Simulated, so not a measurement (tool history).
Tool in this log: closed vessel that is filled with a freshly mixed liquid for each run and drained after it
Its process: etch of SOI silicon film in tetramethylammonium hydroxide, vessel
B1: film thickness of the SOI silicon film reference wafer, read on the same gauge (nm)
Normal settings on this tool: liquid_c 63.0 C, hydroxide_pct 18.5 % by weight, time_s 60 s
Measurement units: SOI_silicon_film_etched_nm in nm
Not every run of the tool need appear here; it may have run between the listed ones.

Run 1, hour 0.0: usual settings; B1 89.98. Result: SOI_silicon_film_etched_nm 215.81 nm.
Run 2, hour 38.1: usual settings; B1 90.02. Result: SOI_silicon_film_etched_nm 213.52 nm.
Run 3, hour 63.8: usual settings; B1 90.01. Result: SOI_silicon_film_etched_nm 212.86 nm.
Run 4, hour 90.2: usual settings but liquid_c 61.5 C; B1 90.00. Result: SOI_silicon_film_etched_nm 195.02 nm.
Run 5, hour 141.8: usual settings but liquid_c 61.5 C; B1 89.95. Result: SOI_silicon_film_etched_nm 193.43 nm.
Run 6, hour 198.2: usual settings but liquid_c 61.5 C; B1 89.99. Result: SOI_silicon_film_etched_nm 194.97 nm.
Run 7, hour 255.6: usual settings but liquid_c 60.5 C; B1 89.99. Result: SOI_silicon_film_etched_nm 178.38 nm.
Run 8, hour 324.2: usual settings but liquid_c 60.5 C; B1 90.01. Result: SOI_silicon_film_etched_nm 179.82 nm.
Run 9, hour 502.3: usual settings; B1 89.99. Result: SOI_silicon_film_etched_nm 208.09 nm.
At hour 561.2: hydroxide flow meter replaced.
Run 10, hour 567.9: usual settings; B1 90.03. Result: SOI_silicon_film_etched_nm 204.66 nm.
Run 11, hour 633.5: usual settings but time_s 90 s; B1 89.99. Result: SOI_silicon_film_etched_nm 311.80 nm.
Run 12, hour 687.6: usual settings but time_s 90 s; B1 90.00. Result: SOI_silicon_film_etched_nm 307.91 nm.
Run 13, hour 738.7: usual settings but time_s 90 s; B1 89.98. Result: SOI_silicon_film_etched_nm 309.14 nm.
Run 14, hour 791.9: usual settings; B1 90.00. Result: SOI_silicon_film_etched_nm 201.86 nm.
At hour 947.3: thermometer replaced.
Run 15, hour 974.9: usual settings; B1 89.98. Result: SOI_silicon_film_etched_nm 215.64 nm.
Run 16, hour 1038.5: usual settings but liquid_c 65.5 C, time_s 80 s; B1 90.00. Result: SOI_silicon_film_etched_nm 333.48 nm.
Run 17, hour 1062.9: usual settings but liquid_c 65.5 C, time_s 30 s; B1 89.99. Result: SOI_silicon_film_etched_nm 125.09 nm.
Run 18, hour 1100.7: usual settings; B1 89.97. Result: SOI_silicon_film_etched_nm 215.91 nm.
Run 19, hour 1135.8: usual settings but liquid_c 59.5 C; B1 90.03. Result: SOI_silicon_film_etched_nm 174.50 nm.
At hour 1181.0: hydroxide flow meter replaced.
Run 20, hour 1181.5: usual settings but liquid_c 69.5 C, hydroxide_pct 21.5 % by weight, time_s 35 s; B1 90.01. Result: SOI_silicon_film_etched_nm 170.34 nm.
Run 21, hour 1212.9: usual settings; B1 89.97. Result: SOI_silicon_film_etched_nm 211.77 nm.
At hour 1213.2: gauge calibrated.
Run 22, hour 1276.2: usual settings but liquid_c 61.0 C, hydroxide_pct 15.0 % by weight; B1 89.99. Result: SOI_silicon_film_etched_nm 201.01 nm.
Run 23, hour 1301.2: usual settings but liquid_c 69.5 C, hydroxide_pct 22.0 % by weight, time_s 90 s; B1 90.02. Result: SOI_silicon_film_etched_nm 428.68 nm.
Run 24, hour 1339.1: usual settings; B1 90.00. Result: SOI_silicon_film_etched_nm 207.30 nm.
Run 25, hour 1467.8: usual settings; B1 89.96. Result: SOI_silicon_film_etched_nm 210.02 nm.
Run 26, hour 1519.4: usual settings; B1 90.03. Result: SOI_silicon_film_etched_nm 207.26 nm.
Run 27, hour 1588.9: usual settings but liquid_c 59.0 C, time_s 75 s; B1 90.02. Result: SOI_silicon_film_etched_nm 203.19 nm.
Run 28, hour 1622.5: usual settings; B1 90.01. Result: SOI_silicon_film_etched_nm 208.74 nm.
Run 29, hour 1676.3: usual settings but liquid_c 60.0 C, hydroxide_pct 21.0 % by weight, time_s 45 s; B1 90.00. Result: SOI_silicon_film_etched_nm 120.70 nm.
Run 30, hour 1717.8: usual settings but liquid_c 70.0 C, hydroxide_pct 15.5 % by weight; B1 89.99. Result: SOI_silicon_film_etched_nm 337.09 nm.
Run 31, hour 1747.4: usual settings but hydroxide_pct 15.0 % by weight, time_s 90 s; B1 90.00. Result: SOI_silicon_film_etched_nm 335.91 nm.
At hour 1788.8: hydroxide flow meter replaced.
Run 32, hour 1798.6: usual settings but liquid_c 58.0 C, hydroxide_pct 17.0 % by weight, time_s 85 s; B1 89.99. Result: SOI_silicon_film_etched_nm 218.59 nm.
Run 33, hour 1839.6: usual settings but liquid_c 60.0 C, time_s 45 s; B1 90.00. Result: SOI_silicon_film_etched_nm 127.00 nm.
Run 34, hour 1884.1: usual settings; B1 90.01. Result: SOI_silicon_film_etched_nm 205.93 nm.

What if the next run were any one of these 3? Each begins from the tool's condition after run 34:
Run A, hour 1884.8: usual settings but liquid_c 66.0 C; B1 ?. Result: SOI_silicon_film_etched_nm ?.
Run B, hour 1884.8: usual settings but liquid_c 70.0 C, hydroxide_pct 22.5 % by weight, time_s 75 s; B1 ?. Result: SOI_silicon_film_etched_nm ?.
Run C, hour 1884.8: usual settings but hydroxide_pct 21.5 % by weight, time_s 45 s; B1 ?. Result: SOI_silicon_film_etched_nm ?.

run     B1  SOI_silicon_film_etched_nm
  A  90.04                      244.14
  B  90.04                      348.20
  C  90.04                      142.07
With the hidden condition removed and each run's random variation left untouched, the same runs would have given:
run  SOI_silicon_film_etched_nm
  A                      260.56
  B                      371.07
  C                      151.81

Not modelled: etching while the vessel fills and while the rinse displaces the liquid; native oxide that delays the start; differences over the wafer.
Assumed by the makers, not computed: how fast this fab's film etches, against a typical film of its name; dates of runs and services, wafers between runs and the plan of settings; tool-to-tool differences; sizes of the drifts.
